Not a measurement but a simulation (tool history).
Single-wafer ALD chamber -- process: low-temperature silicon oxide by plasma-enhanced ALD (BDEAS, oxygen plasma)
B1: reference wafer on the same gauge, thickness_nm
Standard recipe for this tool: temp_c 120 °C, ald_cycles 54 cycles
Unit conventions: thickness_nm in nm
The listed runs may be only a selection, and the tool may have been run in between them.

{"run": 1, "hour": 0.0, "temp_c": 120, "ald_cycles": 54, "B1": 6.783, "thickness_nm": 7.684}
{"run": 2, "hour": 52.6, "temp_c": 120, "ald_cycles": 54, "B1": 6.78, "thickness_nm": 7.652}
{"hour": 128.8, "done": "thermocouple changed; heater temperature recalibrated"}
{"run": 3, "hour": 175.6, "temp_c": 120, "ald_cycles": 54, "B1": 6.788, "thickness_nm": 7.708}
{"run": 4, "hour": 365.8, "temp_c": 124, "ald_cycles": 54, "B1": 6.778, "thickness_nm": 7.648}
{"run": 5, "hour": 434.5, "temp_c": 124, "ald_cycles": 54, "B1": 6.778, "thickness_nm": 7.605}
{"run": 6, "hour": 490.6, "temp_c": 124, "ald_cycles": 54, "B1": 6.78, "thickness_nm": 7.653}
{"hour": 521.6, "done": "gauge calibrated"}
{"run": 7, "hour": 534.0, "temp_c": 114, "ald_cycles": 54, "B1": 6.781, "thickness_nm": 7.787}
{"run": 8, "hour": 583.8, "temp_c": 120, "ald_cycles": 54, "B1": 6.781, "thickness_nm": 7.709}
{"run": 9, "hour": 623.6, "temp_c": 120, "ald_cycles": 54, "B1": 6.776, "thickness_nm": 7.712}
{"run": 10, "hour": 654.6, "temp_c": 110, "ald_cycles": 51, "B1": 6.786, "thickness_nm": 7.435}
{"run": 11, "hour": 706.0, "temp_c": 120, "ald_cycles": 59, "B1": 6.778, "thickness_nm": 8.38}
{"run": 12, "hour": 776.8, "temp_c": 120, "ald_cycles": 59, "B1": 6.787, "thickness_nm": 8.371}
{"run": 13, "hour": 845.6, "temp_c": 120, "ald_cycles": 59, "B1": 6.782, "thickness_nm": 8.395}
{"run": 14, "hour": 913.1, "temp_c": 131, "ald_cycles": 51, "B1": 6.775, "thickness_nm": 7.065}
{"run": 15, "hour": 940.6, "temp_c": 120, "ald_cycles": 54, "B1": 6.782, "thickness_nm": 7.651}
{"run": 16, "hour": 1001.1, "temp_c": 120, "ald_cycles": 54, "B1": 6.777, "thickness_nm": 7.667}
{"run": 17, "hour": 1048.4, "temp_c": 113, "ald_cycles": 62, "B1": 6.778, "thickness_nm": 8.918}
{"run": 18, "hour": 1093.7, "temp_c": 129, "ald_cycles": 44, "B1": 6.781, "thickness_nm": 6.084}
{"hour": 1134.1, "done": "thermocouple changed; heater temperature recalibrated"}
{"run": 19, "hour": 1136.7, "temp_c": 109, "ald_cycles": 57, "B1": 6.776, "thickness_nm": 8.322}
{"run": 20, "hour": 1176.3, "temp_c": 120, "ald_cycles": 54, "B1": 6.782, "thickness_nm": 7.72}
{"run": 21, "hour": 1230.4, "temp_c": 111, "ald_cycles": 45, "B1": 6.777, "thickness_nm": 6.557}
{"run": 22, "hour": 1298.8, "temp_c": 120, "ald_cycles": 54, "B1": 6.78, "thickness_nm": 7.72}
{"run": 23, "hour": 1359.6, "temp_c": 129, "ald_cycles": 49, "B1": 6.774, "thickness_nm": 6.882}
{"run": 24, "hour": 1409.2, "temp_c": 110, "ald_cycles": 49, "B1": 6.771, "thickness_nm": 7.148}
{"run": 25, "hour": 1474.8, "temp_c": 120, "ald_cycles": 59, "B1": 6.785, "thickness_nm": 8.39}
{"run": 26, "hour": 1500.6, "temp_c": 129, "ald_cycles": 59, "B1": 6.779, "thickness_nm": 8.226}
{"run": 27, "hour": 1548.8, "temp_c": 120, "ald_cycles": 54, "B1": 6.777, "thickness_nm": 7.693}

Hidden state, per run?
gauge reads high (%): 0 at every run
H1: wafer temperature above the value expected at the setpoint (K)
run=1 H1=5
run=2 H1=5.28
run=3 H1=0.359
run=4 H1=1.38
run=5 H1=1.76
run=6 H1=2.06
run=7 H1=2.29
run=8 H1=2.56
run=9 H1=2.77
run=10 H1=2.94
run=11 H1=3.22
run=12 H1=3.6
run=13 H1=3.97
run=14 H1=4.34
run=15 H1=4.48
run=16 H1=4.81
run=17 H1=5.07
run=18 H1=5.31
run=19 H1=0.377
run=20 H1=0.591
run=21 H1=0.883
run=22 H1=1.25
run=23 H1=1.58
run=24 H1=1.85
run=25 H1=2.2
run=26 H1=2.34
run=27 H1=2.6
